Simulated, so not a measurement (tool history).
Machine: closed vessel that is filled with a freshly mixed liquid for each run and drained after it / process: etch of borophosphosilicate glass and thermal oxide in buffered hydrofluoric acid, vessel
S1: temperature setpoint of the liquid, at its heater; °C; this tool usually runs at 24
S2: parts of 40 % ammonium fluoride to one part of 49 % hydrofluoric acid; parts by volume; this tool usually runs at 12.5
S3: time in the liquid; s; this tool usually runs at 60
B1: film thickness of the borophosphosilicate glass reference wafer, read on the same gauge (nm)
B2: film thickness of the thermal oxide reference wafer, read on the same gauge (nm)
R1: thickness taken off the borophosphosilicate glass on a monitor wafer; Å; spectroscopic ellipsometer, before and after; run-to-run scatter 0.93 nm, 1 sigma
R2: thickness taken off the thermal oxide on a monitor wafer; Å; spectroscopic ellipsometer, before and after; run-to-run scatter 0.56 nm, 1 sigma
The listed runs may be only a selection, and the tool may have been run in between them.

run	hour	S1	S2	S3	B1	B2	R1	R2
1	0	24	12.5	50	110.04	60	1277.2	490.8
2	52.6	24	12.5	60	110.05	59.99	1527.3	597
3	96.9	24	12.5	60	109.98	60	1512.8	591.9
# hour 128.2: hydrofluoric acid flow meter replaced
4	140.2	24	12.5	60	110.02	60	1558.5	606.5
5	294.9	24	12.5	60	110	59.99	1540.9	604.3
6	327	24	12.5	60	110.04	60.04	1562.9	596.4
# hour 370.2: thermometer replaced
7	394.2	24	12.5	60	110.05	59.99	1496.7	577.9
8	444	28	10.5	60	110.01	60.02	2192.6	855.7
9	510.1	28	10.5	60	110.01	60	2151.1	851.9
10	580	19	12.5	35	109.99	60.01	657.7	259.5
11	609.9	24	12.5	60	110.01	60.01	1469.1	584.2
12	650	24	15.5	75	110	59.98	1495.7	590.7
13	687.8	28	8	30	110.02	60	1375	533.4
14	718.8	24	12.5	60	110.01	60	1462.4	575.9
15	756.7	26	17	60	110	59.97	1225.1	485.7
16	792.4	28	14.5	60	110	59.97	1573	610.2
# hour 820.7: gauge calibrated
17	822.7	24	12.5	60	109.99	60.01	1469	567.3
18	871.8	24	12.5	60	110	60	1460.1	577.5
19	898.7	19	15	45	110.05	60.03	698.3	274.9
# hour 909.7: hydrofluoric acid flow meter replaced
20	948.7	25.5	14	35	110	60.02	865	333.9
21	997.6	24	8.5	60	109.98	59.97	2143	826.5
22	1059.6	27	12.5	95	109.96	59.97	2809.3	1092.2

Run 23 comes next. What will it give?
23	1125.8	20	15.5	35	?	?	?	?

B1: 110.01
B2: 60
R1: 566.9 Å
R2: 222.9 Å
Minus the tool's unlogged condition, the same run would have read R1 563.6 Å, R2 221.5 Å.
